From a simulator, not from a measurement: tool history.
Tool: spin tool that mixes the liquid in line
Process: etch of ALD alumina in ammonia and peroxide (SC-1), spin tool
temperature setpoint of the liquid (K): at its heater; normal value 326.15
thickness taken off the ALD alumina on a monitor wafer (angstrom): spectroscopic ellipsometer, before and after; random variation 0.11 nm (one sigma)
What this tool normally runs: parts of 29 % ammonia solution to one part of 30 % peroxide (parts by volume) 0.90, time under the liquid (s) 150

run   hour  temperature setpoint of the liquid (K)  parts of 29 % ammonia solution to one part of 30 % peroxide (parts by volume)  time under the liquid (s)  read-back film thickness of the ALD alumina reference wafer, read on the same gauge (nm)  thickness taken off the ALD alumina on a monitor wafer (angstrom)
  1    0.0                                  326.15                                                                           0.90                        150                                                                                    130.02                                                              108.8
  2    7.9                                  326.15                                                                           0.90                        105                                                                                    130.02                                                               76.8
  3   17.8                                  326.15                                                                           0.90                        150                                                                                    130.02                                                              111.5
  4   25.2                                  326.15                                                                           0.90                        150                                                                                    129.99                                                              109.7
  5   43.2                                  326.15                                                                           0.90                        150                                                                                    129.98                                                              109.4
      82.3  -- gauge calibrated
  6   96.2                                  326.15                                                                           0.90                        150                                                                                    130.01                                                              107.7
     105.8  -- thermometer replaced
  7  109.9                                  326.15                                                                           1.00                        150                                                                                    130.00                                                              109.9
  8  121.4                                  326.15                                                                           0.90                        190                                                                                    129.98                                                              137.3
  9  129.4                                  326.15                                                                           0.90                         85                                                                                    130.01                                                               62.0
 10  146.3                                  326.15                                                                           0.90                         85                                                                                    129.99                                                               61.3
     156.6  -- heated supply line repaired
 11  161.9                                  326.15                                                                           0.90                         85                                                                                    129.99                                                               74.8
     164.3  -- ammonia flow meter replaced
 12  168.0                                  331.15                                                                           1.20                        100                                                                                    130.03                                                              119.5
 13  174.7                                  326.15                                                                           0.90                        220                                                                                    130.00                                                              193.9
 14  187.5                                  326.15                                                                           0.90                        150                                                                                    129.97                                                              131.8
 15  195.9                                  326.15                                                                           0.90                        150                                                                                    130.01                                                              132.4
     200.9  -- new drum of ammonia solution connected
 16  205.5                                  323.15                                                                           1.20                        230                                                                                    130.01                                                              175.0
 17  219.6                                  326.15                                                                           0.90                        150                                                                                    130.02                                                              132.1
 18  234.4                                  326.15                                                                           1.20                         95                                                                                    130.02                                                               85.5
 19  245.7                                  326.15                                                                           0.90                        150                                                                                    129.95                                                              132.0
 20  256.5                                  331.15                                                                           0.90                        150                                                                                    130.02                                                              170.5
 21  266.0                                  326.15                                                                           1.00                        220                                                                                    129.98                                                              193.6
 22  282.0                                  318.65                                                                           0.90                        100                                                                                    130.03                                                               57.5
 23  291.7                                  320.15                                                                           1.20                        150                                                                                    130.01                                                               97.4
     303.3  -- gauge calibrated
 24  307.1                                  335.65                                                                           1.05                         75                                                                                    130.02                                                              109.4
 25  319.5                                  320.15                                                                           0.90                        150                                                                                    129.99                                                               93.3

4 ways to go on from here, each from the tool as it stands after run 25. What would each give?
  A  320.0                                  317.65                                                                           0.90                        150                                                                                         ?                                                                  ?
  B  320.0                                  322.15                                                                           0.90                        150                                                                                         ?                                                                  ?
  C  320.0                                  331.15                                                                           0.50                         60                                                                                         ?                                                                  ?
  D  320.0                                  334.15                                                                           0.90                        150                                                                                         ?                                                                  ?

run  read-back film thickness of the ALD alumina reference wafer, read on the same gauge (nm)  thickness taken off the ALD alumina on a monitor wafer (angstrom)
  A                                                                                    129.97                                                               82.0
  B                                                                                    129.97                                                              105.8
  C                                                                                    129.97                                                               65.0
  D                                                                                    129.97                                                              200.8
Had the tool no hidden state, the same runs would have come out as:
run  thickness taken off the ALD alumina on a monitor wafer (angstrom)
  A                                                               85.9
  B                                                              110.6
  C                                                               67.9
  D                                                              209.3

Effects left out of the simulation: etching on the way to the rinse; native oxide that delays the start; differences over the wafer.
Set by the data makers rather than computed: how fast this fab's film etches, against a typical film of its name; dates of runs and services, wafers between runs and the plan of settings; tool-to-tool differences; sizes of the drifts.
